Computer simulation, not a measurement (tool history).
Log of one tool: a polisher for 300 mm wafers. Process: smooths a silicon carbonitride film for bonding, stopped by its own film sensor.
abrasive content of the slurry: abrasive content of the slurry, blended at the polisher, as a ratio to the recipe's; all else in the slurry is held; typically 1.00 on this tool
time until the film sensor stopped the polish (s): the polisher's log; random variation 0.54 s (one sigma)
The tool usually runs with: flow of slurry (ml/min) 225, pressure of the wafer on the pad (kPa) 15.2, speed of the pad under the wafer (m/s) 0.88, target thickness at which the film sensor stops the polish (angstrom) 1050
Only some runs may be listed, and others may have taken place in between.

run	hour	flow of slurry (ml/min)	pressure of the wafer on the pad (kPa)	speed of the pad under the wafer (m/s)	abrasive content of the slurry	target thickness at which the film sensor stops the polish (angstrom)	incoming thickness of the incoming film, nm	time until the film sensor stopped the polish (s)
1	0.0	225	15.2	0.88	1.00	1050	120.9	58.4
# hour 52.0: head pressure recalibrated
# hour 55.2: slurry blender recalibrated
2	63.3	225	15.2	0.88	1.00	1050	117.5	45.0
3	134.4	225	15.2	0.88	1.00	1050	118.7	48.9
4	197.9	225	15.2	0.88	1.00	1050	120.6	56.2
5	267.8	225	15.2	0.88	1.00	1050	119.1	52.6
# hour 343.5: worn pad replaced by a new one
6	365.6	225	15.2	1.12	1.00	1050	119.4	43.1
# hour 389.1: slurry nozzle cleaned
7	452.3	225	15.2	0.88	1.00	1050	118.8	51.1
# hour 470.7: slurry blender recalibrated
8	532.8	225	15.2	0.88	1.00	1050	118.1	47.0
9	603.4	225	15.2	0.88	1.00	1050	120.2	54.3
10	645.9	225	15.2	1.10	1.00	1050	121.7	50.4
11	715.0	225	15.2	0.88	1.00	1050	119.8	53.7
# hour 768.8: worn pad replaced by a new one
# hour 801.4: slurry nozzle cleaned
12	814.5	225	15.2	0.88	1.00	1050	120.4	56.5
13	859.7	225	15.2	0.88	1.00	1050	121.2	60.1
# hour 897.2: head pressure recalibrated
# hour 904.3: slurry blender recalibrated
14	904.8	225	15.2	0.88	1.00	1050	122.0	59.4
15	1005.6	225	15.2	0.88	1.00	1050	122.3	61.4
16	1093.7	245	18.6	1.16	1.00	1010	120.4	45.6
17	1173.3	225	15.2	1.12	0.75	1050	119.1	51.3
# hour 1194.4: worn pad replaced by a new one
18	1254.4	225	15.2	0.88	1.00	1050	120.2	56.0
# hour 1280.7: slurry nozzle cleaned
# hour 1353.7: slurry blender recalibrated
19	1354.2	225	15.2	0.76	1.00	1080	119.3	45.0
20	1433.8	225	15.2	0.96	1.00	1080	117.9	32.9
# hour 1686.1: worn pad replaced by a new one
21	1693.0	225	11.7	0.88	1.00	1090	120.3	53.3
# hour 1708.7: slurry nozzle cleaned
# hour 1779.4: head pressure recalibrated
22	1795.2	225	11.7	0.88	1.00	1050	122.3	83.0
# hour 1830.1: slurry blender recalibrated
23	1864.5	225	12.4	0.80	1.00	1050	119.3	66.5
24	1954.8	225	15.2	0.88	1.00	1050	118.7	49.5
25	2023.1	180	15.2	1.00	1.10	1050	120.0	48.0
26	2085.3	190	15.2	0.66	0.80	1080	119.7	62.9
# hour 2115.9: slurry nozzle cleaned
# hour 2133.8: worn pad replaced by a new one
27	2158.4	225	15.2	0.88	1.00	1080	119.0	39.6
28	2236.8	225	20.0	0.88	1.00	1050	121.8	47.7
# hour 2287.1: slurry blender recalibrated
29	2325.3	225	15.2	0.88	0.80	1050	119.8	59.9

Some steps in time until the film sensor stopped the polish (s) between neighbouring runs. How much of each would the tool show without its hidden state too (settings, what came in, random variation), and how much is left for the hidden state, with any gauge scatter that isn't in both results?
What the log doesn't record here: removal rate lost through wear of the pad, %; slurry flow missing at the pad, %; deviation of the head's pressure from its setpoint, %; abrasive missing from the slurry, %.
Run 13 -> 14: head pressure recalibrated, slurry blender recalibrated. time until the film sensor stopped the polish (s) -0.7: hidden state -2.2, all else +1.5.
Run 21 -> 22: target thickness at which the film sensor stops the polish (angstrom) 1090 -> 1050, slurry nozzle cleaned, head pressure recalibrated. time until the film sensor stopped the polish (s) +29.7: hidden state +1.8, all else +27.9.
Run 22 -> 23: pressure of the wafer on the pad (kPa) 11.7 -> 12.4, speed of the pad under the wafer (m/s) 0.88 -> 0.80, slurry blender recalibrated. time until the film sensor stopped the polish (s) -16.5: hidden state -3.3, all else -13.2.
Run 26 -> 27: flow of slurry (ml/min) 190 -> 225, speed of the pad under the wafer (m/s) 0.66 -> 0.88, abrasive content of the slurry 0.80 -> 1.00, slurry nozzle cleaned, worn pad replaced by a new one. time until the film sensor stopped the polish (s) -23.3: hidden state -0.6, all else -22.7.
